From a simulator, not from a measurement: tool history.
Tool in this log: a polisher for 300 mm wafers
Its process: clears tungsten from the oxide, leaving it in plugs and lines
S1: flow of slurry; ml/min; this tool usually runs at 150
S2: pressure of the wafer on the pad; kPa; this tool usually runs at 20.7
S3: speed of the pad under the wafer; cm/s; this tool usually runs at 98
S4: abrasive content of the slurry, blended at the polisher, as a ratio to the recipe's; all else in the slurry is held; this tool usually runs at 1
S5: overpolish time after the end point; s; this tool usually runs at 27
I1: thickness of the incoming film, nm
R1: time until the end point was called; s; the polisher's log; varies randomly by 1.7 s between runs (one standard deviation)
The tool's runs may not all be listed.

{"run": 1, "day": 0.0, "S1": 150, "S2": 17.2, "S3": 98, "S4": 1, "S5": 27, "I1": 501.3, "R1": 159.3}
{"run": 2, "day": 1.871, "S1": 150, "S2": 20.7, "S3": 98, "S4": 1, "S5": 27, "I1": 497.2, "R1": 132.4}
{"day": 3.129, "done": "slurry blender recalibrated"}
{"run": 3, "day": 4.225, "S1": 150, "S2": 20.7, "S3": 98, "S4": 1, "S5": 17, "I1": 510.2, "R1": 139}
{"run": 4, "day": 5.442, "S1": 150, "S2": 20.7, "S3": 98, "S4": 1, "S5": 17, "I1": 489.6, "R1": 136}
{"day": 7.608, "done": "slurry tank refilled with fresh slurry and peroxide"}
{"run": 5, "day": 8.417, "S1": 150, "S2": 20.7, "S3": 98, "S4": 1, "S5": 17, "I1": 507.6, "R1": 138.5}
{"day": 9.342, "done": "worn pad replaced by a new one"}
{"day": 9.388, "done": "head pressure recalibrated"}
{"day": 14.804, "done": "slurry blender recalibrated"}
{"run": 6, "day": 16.371, "S1": 150, "S2": 20.7, "S3": 116, "S4": 1, "S5": 27, "I1": 499.1, "R1": 121.8}
{"run": 7, "day": 17.988, "S1": 150, "S2": 20.7, "S3": 116, "S4": 1, "S5": 27, "I1": 508.4, "R1": 125.4}
{"day": 18.75, "done": "slurry tank refilled with fresh slurry and peroxide"}
{"day": 19.967, "done": "worn pad replaced by a new one"}
{"run": 8, "day": 21.279, "S1": 150, "S2": 20.7, "S3": 98, "S4": 1, "S5": 27, "I1": 497.8, "R1": 134.8}
{"day": 22.525, "done": "slurry nozzle cleaned"}
{"day": 24.762, "done": "slurry blender recalibrated"}
{"run": 9, "day": 27.154, "S1": 150, "S2": 20.7, "S3": 98, "S4": 1, "S5": 27, "I1": 505.9, "R1": 146.2}
{"day": 29.488, "done": "slurry tank refilled with fresh slurry and peroxide"}
{"run": 10, "day": 29.692, "S1": 150, "S2": 17.2, "S3": 98, "S4": 1, "S5": 20, "I1": 502, "R1": 154.3}
{"day": 30.358, "done": "worn pad replaced by a new one"}
{"day": 31.821, "done": "head pressure recalibrated"}
{"run": 11, "day": 33.562, "S1": 150, "S2": 20.7, "S3": 98, "S4": 0.75, "S5": 23, "I1": 504.7, "R1": 145.2}
{"run": 12, "day": 36.25, "S1": 120, "S2": 20.7, "S3": 112, "S4": 1, "S5": 27, "I1": 506.5, "R1": 125.8}
{"day": 36.7, "done": "slurry blender recalibrated"}
{"run": 13, "day": 39.208, "S1": 190, "S2": 20.7, "S3": 68, "S4": 1, "S5": 37, "I1": 492.9, "R1": 194.7}
{"day": 39.588, "done": "slurry tank refilled with fresh slurry and peroxide"}
{"day": 40.679, "done": "worn pad replaced by a new one"}
{"run": 14, "day": 41.758, "S1": 150, "S2": 20.7, "S3": 98, "S4": 1, "S5": 33, "I1": 503.1, "R1": 141.1}
{"run": 15, "day": 44.704, "S1": 150, "S2": 15.9, "S3": 122, "S4": 1, "S5": 27, "I1": 491.7, "R1": 135}
{"run": 16, "day": 46.821, "S1": 150, "S2": 20.7, "S3": 98, "S4": 0.75, "S5": 23, "I1": 501.5, "R1": 146.5}
{"day": 48.558, "done": "slurry blender recalibrated"}
{"run": 17, "day": 49.571, "S1": 175, "S2": 20.7, "S3": 126, "S4": 1, "S5": 27, "I1": 499.9, "R1": 109.1}

Run-by-run hidden state of the tool:
removal rate lost through wear of the pad, %: 0 at every run
slurry flow missing at the pad, %: 0 at every run
deviation of the head's pressure from its setpoint, %: 0 at every run
abrasive missing from the slurry, %: 0 at every run
H1: peroxide lost from the slurry, %
run=1 H1=0.739
run=2 H1=2.24
run=3 H1=5.71
run=4 H1=8.19
run=5 H1=0.329
run=6 H1=12.4
run=7 H1=17.3
run=8 H1=2.08
run=9 H1=12.3
run=10 H1=1.04
run=11 H1=3.67
run=12 H1=8.3
run=13 H1=16
run=14 H1=2.74
run=15 H1=6.16
run=16 H1=10.3
run=17 H1=17.8

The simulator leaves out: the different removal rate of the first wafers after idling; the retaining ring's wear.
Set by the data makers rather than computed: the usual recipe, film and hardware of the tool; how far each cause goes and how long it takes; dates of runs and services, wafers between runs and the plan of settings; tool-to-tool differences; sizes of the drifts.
